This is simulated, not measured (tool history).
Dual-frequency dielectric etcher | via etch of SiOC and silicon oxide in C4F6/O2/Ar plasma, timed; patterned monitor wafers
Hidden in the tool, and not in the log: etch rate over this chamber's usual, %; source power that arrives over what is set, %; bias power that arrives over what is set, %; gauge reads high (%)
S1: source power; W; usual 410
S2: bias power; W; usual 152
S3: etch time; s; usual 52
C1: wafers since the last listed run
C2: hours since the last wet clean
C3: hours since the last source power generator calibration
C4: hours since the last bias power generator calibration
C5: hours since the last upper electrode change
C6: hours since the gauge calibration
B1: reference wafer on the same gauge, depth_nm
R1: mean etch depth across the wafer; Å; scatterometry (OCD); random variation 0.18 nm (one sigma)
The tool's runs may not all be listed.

{"run": 1, "hour": 0.0, "S1": 410, "S2": 174, "S3": 45.5, "C1": 0, "C2": 0.5, "C3": 4263.8, "C4": 2039.6, "C5": 2056.2, "C6": 785.5, "B1": 68, "R1": 517}
{"run": 2, "hour": 31.3, "S1": 410, "S2": 174, "S3": 45.5, "C1": 277, "C2": 31.8, "C3": 4295.1, "C4": 2070.9, "C5": 2087.5, "C6": 816.8, "B1": 68, "R1": 521}
{"run": 3, "hour": 79.6, "S1": 410, "S2": 152, "S3": 52, "C1": 428, "C2": 80.1, "C3": 4343.4, "C4": 2119.2, "C5": 2135.8, "C6": 865.1, "B1": 68, "R1": 577}
{"run": 4, "hour": 113.4, "S1": 410, "S2": 152, "S3": 52, "C1": 300, "C2": 113.9, "C3": 4377.2, "C4": 2153, "C5": 2169.6, "C6": 898.9, "B1": 68, "R1": 576}
{"run": 5, "hour": 173.2, "S1": 410, "S2": 152, "S3": 52, "C1": 530, "C2": 173.7, "C3": 4437, "C4": 2212.8, "C5": 2229.4, "C6": 958.7, "B1": 68, "R1": 578}
{"run": 6, "hour": 212.6, "S1": 410, "S2": 152, "S3": 52, "C1": 349, "C2": 213.1, "C3": 4476.4, "C4": 2252.2, "C5": 2268.8, "C6": 998.1, "B1": 68, "R1": 577}
{"run": 7, "hour": 246.0, "S1": 410, "S2": 152, "S3": 52, "C1": 296, "C2": 246.5, "C3": 4509.8, "C4": 2285.6, "C5": 2302.2, "C6": 1031.5, "B1": 68, "R1": 585}
{"run": 8, "hour": 297.6, "S1": 410, "S2": 152, "S3": 52, "C1": 458, "C2": 298.1, "C3": 4561.4, "C4": 2337.2, "C5": 2353.8, "C6": 1083.1, "B1": 68, "R1": 584}
{"run": 9, "hour": 363.1, "S1": 410, "S2": 152, "S3": 52, "C1": 581, "C2": 363.6, "C3": 4626.9, "C4": 2402.7, "C5": 2419.3, "C6": 1148.6, "B1": 68.1, "R1": 580}
{"run": 10, "hour": 419.7, "S1": 410, "S2": 176, "S3": 52, "C1": 502, "C2": 420.2, "C3": 4683.5, "C4": 2459.3, "C5": 2475.9, "C6": 1205.2, "B1": 68, "R1": 601}
{"run": 11, "hour": 450.7, "S1": 410, "S2": 167, "S3": 61.5, "C1": 275, "C2": 451.2, "C3": 4714.5, "C4": 2490.3, "C5": 2506.9, "C6": 1236.2, "B1": 68, "R1": 703}
{"run": 12, "hour": 498.8, "S1": 410, "S2": 152, "S3": 52, "C1": 426, "C2": 499.3, "C3": 4762.6, "C4": 2538.4, "C5": 2555, "C6": 1284.3, "B1": 68, "R1": 584}
{"run": 13, "hour": 534.7, "S1": 410, "S2": 152, "S3": 52, "C1": 318, "C2": 535.2, "C3": 4798.5, "C4": 2574.3, "C5": 2590.9, "C6": 1320.2, "B1": 68, "R1": 588}
{"hour": 567.4, "done": "gauge calibrated"}
{"hour": 582.8, "done": "wet clean of the chamber"}
{"run": 14, "hour": 595.1, "S1": 410, "S2": 152, "S3": 52, "C1": 323, "C2": 12.3, "C3": 4858.9, "C4": 2634.7, "C5": 2651.3, "C6": 27.7, "B1": 68, "R1": 601}
{"run": 15, "hour": 632.9, "S1": 410, "S2": 152, "S3": 52, "C1": 335, "C2": 50.1, "C3": 4896.7, "C4": 2672.5, "C5": 2689.1, "C6": 65.5, "B1": 68, "R1": 600}
{"hour": 667.7, "done": "source power generator calibrated"}
{"run": 16, "hour": 702.4, "S1": 460, "S2": 152, "S3": 52, "C1": 581, "C2": 119.6, "C3": 34.7, "C4": 2742, "C5": 2758.6, "C6": 135, "B1": 68, "R1": 623}
{"run": 17, "hour": 761.2, "S1": 410, "S2": 152, "S3": 52, "C1": 521, "C2": 178.4, "C3": 93.5, "C4": 2800.8, "C5": 2817.4, "C6": 193.8, "B1": 68, "R1": 604}
{"run": 18, "hour": 791.2, "S1": 370, "S2": 152, "S3": 52, "C1": 266, "C2": 208.4, "C3": 123.5, "C4": 2830.8, "C5": 2847.4, "C6": 223.8, "B1": 68, "R1": 583}
{"run": 19, "hour": 862.0, "S1": 330, "S2": 177, "S3": 59.5, "C1": 628, "C2": 279.2, "C3": 194.3, "C4": 2901.6, "C5": 2918.2, "C6": 294.6, "B1": 68, "R1": 669}
{"hour": 993.5, "done": "wet clean of the chamber, repeated, since the last time left the tool worse"}
{"hour": 1031.7, "done": "upper electrode replaced"}
{"run": 20, "hour": 1055.7, "S1": 450, "S2": 184, "S3": 59, "C1": 1293, "C2": 62.2, "C3": 388, "C4": 3095.3, "C5": 24, "C6": 488.3, "B1": 68, "R1": 702}
{"run": 21, "hour": 1112.8, "S1": 410, "S2": 152, "S3": 52, "C1": 506, "C2": 119.3, "C3": 445.1, "C4": 3152.4, "C5": 81.1, "C6": 545.4, "B1": 68, "R1": 578}
{"hour": 1126.3, "done": "bias power generator calibrated"}
{"run": 22, "hour": 1181.6, "S1": 410, "S2": 177, "S3": 56.5, "C1": 575, "C2": 188.1, "C3": 513.9, "C4": 55.3, "C5": 149.9, "C6": 614.2, "B1": 68, "R1": 652}
{"run": 23, "hour": 1228.2, "S1": 350, "S2": 152, "S3": 61.5, "C1": 413, "C2": 234.7, "C3": 560.5, "C4": 101.9, "C5": 196.5, "C6": 660.8, "B1": 68, "R1": 648}
{"run": 24, "hour": 1263.9, "S1": 320, "S2": 152, "S3": 64, "C1": 316, "C2": 270.4, "C3": 596.2, "C4": 137.6, "C5": 232.2, "C6": 696.5, "B1": 68, "R1": 660}
{"run": 25, "hour": 1324.4, "S1": 450, "S2": 137, "S3": 61.5, "C1": 537, "C2": 330.9, "C3": 656.7, "C4": 198.1, "C5": 292.7, "C6": 757, "B1": 68, "R1": 695}
{"run": 26, "hour": 1386.4, "S1": 490, "S2": 152, "S3": 52, "C1": 550, "C2": 392.9, "C3": 718.7, "C4": 260.1, "C5": 354.7, "C6": 819, "B1": 68, "R1": 615}
{"run": 27, "hour": 1427.4, "S1": 410, "S2": 136, "S3": 52, "C1": 363, "C2": 433.9, "C3": 759.7, "C4": 301.1, "C5": 395.7, "C6": 860, "B1": 68, "R1": 568}
{"run": 28, "hour": 1455.0, "S1": 460, "S2": 152, "S3": 52, "C1": 244, "C2": 461.5, "C3": 787.3, "C4": 328.7, "C5": 423.3, "C6": 887.6, "B1": 68, "R1": 605}
{"hour": 1483.3, "done": "wet clean of the chamber"}
{"run": 29, "hour": 1512.1, "S1": 410, "S2": 114, "S3": 52, "C1": 293, "C2": 28.8, "C3": 844.4, "C4": 385.8, "C5": 480.4, "C6": 944.7, "B1": 68, "R1": 544}

Forecast each of these 5 alternatives for the next run:
{"run": "A", "hour": 1512.5, "S1": 410, "S2": 162, "S3": 52, "C1": 3, "C2": 29.2, "C3": 844.8, "C4": 386.2, "C5": 480.8, "C6": 945.1, "B1": "?", "R1": "?"}
{"run": "B", "hour": 1512.5, "S1": 480, "S2": 152, "S3": 43.5, "C1": 3, "C2": 29.2, "C3": 844.8, "C4": 386.2, "C5": 480.8, "C6": 945.1, "B1": "?", "R1": "?"}
{"run": "C", "hour": 1512.5, "S1": 320, "S2": 172, "S3": 40.5, "C1": 3, "C2": 29.2, "C3": 844.8, "C4": 386.2, "C5": 480.8, "C6": 945.1, "B1": "?", "R1": "?"}
{"run": "D", "hour": 1512.5, "S1": 470, "S2": 152, "S3": 40, "C1": 3, "C2": 29.2, "C3": 844.8, "C4": 386.2, "C5": 480.8, "C6": 945.1, "B1": "?", "R1": "?"}
{"run": "E", "hour": 1512.5, "S1": 440, "S2": 185, "S3": 63.5, "C1": 3, "C2": 29.2, "C3": 844.8, "C4": 386.2, "C5": 480.8, "C6": 945.1, "B1": "?", "R1": "?"}

run=A B1=68 R1=579
run=B B1=68 R1=503
run=C B1=68 R1=423
run=D B1=68 R1=459
run=E B1=68 R1=745
Without the tool's hidden state the same runs would have given:
run=A R1=578
run=B R1=502
run=C R1=422
run=D R1=458
run=E R1=743
